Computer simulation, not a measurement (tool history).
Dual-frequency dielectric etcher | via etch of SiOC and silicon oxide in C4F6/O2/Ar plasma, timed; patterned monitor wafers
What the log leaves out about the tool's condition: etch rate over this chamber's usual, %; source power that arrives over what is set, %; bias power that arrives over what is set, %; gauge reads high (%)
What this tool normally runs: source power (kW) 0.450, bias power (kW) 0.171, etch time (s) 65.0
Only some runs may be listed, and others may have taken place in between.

run,day,source power (kW),bias power (kW),etch time (s),wafers since the last listed run,hours since the last wet clean,hours since the last source power generator calibration,hours since the last bias power generator calibration,hours since the last upper electrode change,hours since the gauge calibration,"read-back reference wafer on the same gauge, depth_nm",mean etch depth across the wafer (nm)
1,0.000,0.450,0.188,65.0,0,109.2,2118.1,2655.7,3754.1,353.4,63.6,81.3
2,3.992,0.450,0.188,65.0,1429,205.0,2213.9,2751.5,3849.9,449.2,63.6,81.2
# day 9.262: gauge calibrated
3,11.329,0.450,0.185,65.0,2628,381.1,2390.0,2927.6,4026.0,49.6,63.6,81.1
4,13.067,0.450,0.171,69.5,622,422.8,2431.7,2969.3,4067.7,91.3,63.6,84.2
# day 15.196: bias power generator calibrated
# day 15.525: wet clean of the chamber
5,15.546,0.450,0.171,69.5,710,0.5,2491.2,8.4,4127.2,150.8,63.6,82.2
6,17.521,0.450,0.171,69.5,707,47.9,2538.6,55.8,4174.6,198.2,63.6,82.2
7,19.412,0.450,0.171,65.0,677,93.3,2584.0,101.2,4220.0,243.6,63.6,77.2
8,20.975,0.450,0.171,76.0,559,130.8,2621.5,138.7,4257.5,281.1,63.6,90.3
9,23.292,0.450,0.171,65.0,829,186.4,2677.1,194.3,4313.1,336.7,63.6,77.2
10,25.629,0.400,0.213,58.0,837,242.5,2733.2,250.4,4369.2,392.8,63.6,69.6
11,27.888,0.400,0.171,59.5,808,296.7,2787.4,304.6,4423.4,447.0,63.5,65.5
# day 30.621: source power generator calibrated
# day 31.921: wet clean of the chamber
# day 33.746: gauge calibrated
# day 36.050: upper electrode replaced
12,36.071,0.370,0.171,65.0,2154,99.6,130.8,501.0,0.5,55.8,63.6,69.1
13,39.521,0.450,0.171,53.0,1235,182.4,213.6,583.8,83.3,138.6,63.6,64.5
14,41.650,0.450,0.171,65.0,762,233.5,264.7,634.9,134.4,189.7,63.6,79.7
15,43.704,0.400,0.213,51.5,735,282.8,314.0,684.2,183.7,239.0,63.6,63.6
16,46.296,0.380,0.171,65.0,928,345.0,376.2,746.4,245.9,301.2,63.6,71.6

Consider 3 possible next runs. They are alternatives, not a sequence: every one starts from the tool as it was left by run 16. What does each give?
A,46.312,0.450,0.171,65.0,5,345.4,376.6,746.8,246.3,301.6,?,?
B,46.312,0.520,0.171,65.0,5,345.4,376.6,746.8,246.3,301.6,?,?
C,46.312,0.450,0.131,65.0,5,345.4,376.6,746.8,246.3,301.6,?,?

run,"read-back reference wafer on the same gauge, depth_nm",mean etch depth across the wafer (nm)
A,63.6,80.1
B,63.6,87.4
C,63.6,72.4
With no hidden state in the tool, these same runs would have given:
run,mean etch depth across the wafer (nm)
A,79.3
B,86.5
C,71.7
